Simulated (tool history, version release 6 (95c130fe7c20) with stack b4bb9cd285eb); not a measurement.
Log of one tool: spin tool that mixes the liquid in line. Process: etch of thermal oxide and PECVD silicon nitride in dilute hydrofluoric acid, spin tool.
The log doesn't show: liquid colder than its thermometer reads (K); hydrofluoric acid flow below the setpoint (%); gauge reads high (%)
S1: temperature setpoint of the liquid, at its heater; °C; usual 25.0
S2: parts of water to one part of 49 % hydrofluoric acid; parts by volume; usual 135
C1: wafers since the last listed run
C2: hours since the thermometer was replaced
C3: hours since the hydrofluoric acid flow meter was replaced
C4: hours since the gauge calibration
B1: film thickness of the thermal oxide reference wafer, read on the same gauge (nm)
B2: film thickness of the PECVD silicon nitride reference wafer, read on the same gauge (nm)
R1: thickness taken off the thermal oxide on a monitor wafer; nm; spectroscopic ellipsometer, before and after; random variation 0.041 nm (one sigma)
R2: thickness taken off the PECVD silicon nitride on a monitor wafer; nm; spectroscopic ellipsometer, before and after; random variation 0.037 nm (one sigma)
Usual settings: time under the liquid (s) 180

{"run": 1, "day": 0.0, "S1": 25.0, "S2": 135, "time under the liquid (s)": 180, "C1": 0, "C2": 1316.7, "C3": 305.8, "C4": 330.9, "B1": 50.02, "B2": 70.007, "R1": 5.59, "R2": 2.257}
{"run": 2, "day": 2.133, "S1": 25.0, "S2": 115, "time under the liquid (s)": 180, "C1": 474, "C2": 1367.9, "C3": 357.0, "C4": 382.1, "B1": 50.0, "B2": 69.962, "R1": 6.8, "R2": 2.565}
{"run": 3, "day": 4.829, "S1": 25.0, "S2": 135, "time under the liquid (s)": 180, "C1": 599, "C2": 1432.6, "C3": 421.7, "C4": 446.8, "B1": 50.0, "B2": 70.008, "R1": 5.61, "R2": 2.323}
{"run": 4, "day": 7.012, "S1": 25.0, "S2": 135, "time under the liquid (s)": 180, "C1": 485, "C2": 1485.0, "C3": 474.1, "C4": 499.2, "B1": 50.0, "B2": 69.995, "R1": 5.57, "R2": 2.285}
{"run": 5, "day": 9.088, "S1": 25.0, "S2": 135, "time under the liquid (s)": 180, "C1": 461, "C2": 1534.8, "C3": 523.9, "C4": 549.0, "B1": 50.0, "B2": 70.07, "R1": 5.55, "R2": 2.222}
{"run": 6, "day": 11.533, "S1": 25.0, "S2": 135, "time under the liquid (s)": 180, "C1": 544, "C2": 1593.5, "C3": 582.6, "C4": 607.7, "B1": 50.0, "B2": 70.059, "R1": 5.53, "R2": 2.232}
{"run": 7, "day": 15.404, "S1": 25.0, "S2": 135, "time under the liquid (s)": 180, "C1": 861, "C2": 1686.4, "C3": 675.5, "C4": 700.6, "B1": 50.0, "B2": 69.972, "R1": 5.52, "R2": 2.215}
{"run": 8, "day": 19.421, "S1": 25.0, "S2": 135, "time under the liquid (s)": 180, "C1": 893, "C2": 1782.8, "C3": 771.9, "C4": 797.0, "B1": 49.99, "B2": 69.968, "R1": 5.56, "R2": 2.217}
{"run": 9, "day": 23.012, "S1": 25.0, "S2": 135, "time under the liquid (s)": 180, "C1": 798, "C2": 1869.0, "C3": 858.1, "C4": 883.2, "B1": 49.96, "B2": 70.019, "R1": 5.51, "R2": 2.194}
{"run": 10, "day": 26.379, "S1": 25.0, "S2": 135, "time under the liquid (s)": 180, "C1": 748, "C2": 1949.8, "C3": 938.9, "C4": 964.0, "B1": 50.01, "B2": 69.987, "R1": 5.44, "R2": 2.211}
{"day": 26.658, "done": "gauge calibrated"}
{"run": 11, "day": 28.233, "S1": 25.0, "S2": 95, "time under the liquid (s)": 215, "C1": 412, "C2": 1994.3, "C3": 983.4, "C4": 37.8, "B1": 50.02, "B2": 70.008, "R1": 9.68, "R2": 3.617}
{"run": 12, "day": 31.588, "S1": 25.0, "S2": 135, "time under the liquid (s)": 180, "C1": 746, "C2": 2074.8, "C3": 1063.9, "C4": 118.3, "B1": 50.0, "B2": 69.997, "R1": 5.39, "R2": 2.163}
{"run": 13, "day": 33.554, "S1": 27.5, "S2": 195, "time under the liquid (s)": 290, "C1": 437, "C2": 2122.0, "C3": 1111.1, "C4": 165.5, "B1": 50.01, "B2": 69.977, "R1": 6.33, "R2": 2.768}
{"run": 14, "day": 36.004, "S1": 21.5, "S2": 135, "time under the liquid (s)": 180, "C1": 544, "C2": 2180.8, "C3": 1169.9, "C4": 224.3, "B1": 49.99, "B2": 70.046, "R1": 4.68, "R2": 1.716}
{"run": 15, "day": 39.433, "S1": 25.0, "S2": 135, "time under the liquid (s)": 240, "C1": 762, "C2": 2263.1, "C3": 1252.2, "C4": 306.6, "B1": 50.0, "B2": 69.962, "R1": 7.11, "R2": 2.83}
{"day": 41.062, "done": "hydrofluoric acid flow meter replaced"}
{"run": 16, "day": 41.279, "S1": 25.0, "S2": 135, "time under the liquid (s)": 245, "C1": 401, "C2": 2307.4, "C3": 5.2, "C4": 350.9, "B1": 50.02, "B2": 69.991, "R1": 7.42, "R2": 2.919}
{"day": 42.258, "done": "thermometer replaced"}
{"run": 17, "day": 43.229, "S1": 25.0, "S2": 135, "time under the liquid (s)": 180, "C1": 424, "C2": 23.3, "C3": 52.0, "C4": 397.7, "B1": 50.01, "B2": 69.961, "R1": 5.8, "R2": 2.468}
{"run": 18, "day": 47.217, "S1": 29.5, "S2": 105, "time under the liquid (s)": 140, "C1": 886, "C2": 119.0, "C3": 147.7, "C4": 493.4, "B1": 49.99, "B2": 70.057, "R1": 7.19, "R2": 3.219}
{"run": 19, "day": 50.488, "S1": 21.0, "S2": 135, "time under the liquid (s)": 135, "C1": 727, "C2": 197.5, "C3": 226.2, "C4": 571.9, "B1": 50.0, "B2": 69.97, "R1": 3.78, "R2": 1.405}
{"run": 20, "day": 60.683, "S1": 25.0, "S2": 135, "time under the liquid (s)": 235, "C1": 2267, "C2": 442.2, "C3": 470.9, "C4": 816.6, "B1": 49.99, "B2": 69.982, "R1": 7.49, "R2": 3.143}
{"run": 21, "day": 65.1, "S1": 22.5, "S2": 135, "time under the liquid (s)": 120, "C1": 982, "C2": 548.2, "C3": 576.9, "C4": 922.6, "B1": 50.0, "B2": 70.023, "R1": 3.46, "R2": 1.369}

4 ways to go on from here, each from the tool as it stands after run 21. What would each give?
{"run": "A", "day": 65.121, "S1": 25.0, "S2": 135, "time under the liquid (s)": 180, "C1": 4, "C2": 548.7, "C3": 577.4, "C4": 923.1, "B1": "?", "B2": "?", "R1": "?", "R2": "?"}
{"run": "B", "day": 65.121, "S1": 25.0, "S2": 135, "time under the liquid (s)": 100, "C1": 4, "C2": 548.7, "C3": 577.4, "C4": 923.1, "B1": "?", "B2": "?", "R1": "?", "R2": "?"}
{"run": "C", "day": 65.121, "S1": 20.5, "S2": 105, "time under the liquid (s)": 180, "C1": 4, "C2": 548.7, "C3": 577.4, "C4": 923.1, "B1": "?", "B2": "?", "R1": "?", "R2": "?"}
{"run": "D", "day": 65.121, "S1": 21.0, "S2": 190, "time under the liquid (s)": 265, "C1": 4, "C2": 548.7, "C3": 577.4, "C4": 923.1, "B1": "?", "B2": "?", "R1": "?", "R2": "?"}

run=A B1=50.02 B2=70.003 R1=5.73 R2=2.322
run=B B1=50.02 B2=70.003 R1=3.19 R2=1.290
run=C B1=50.02 B2=70.003 R1=6.38 R2=2.205
run=D B1=50.02 B2=70.003 R1=4.84 R2=1.882
Without the tool's hidden state the same runs would have given:
run=A R1=5.86 R2=2.409
run=B R1=3.26 R2=1.338
run=C R1=6.53 R2=2.292
run=D R1=4.95 R2=1.954
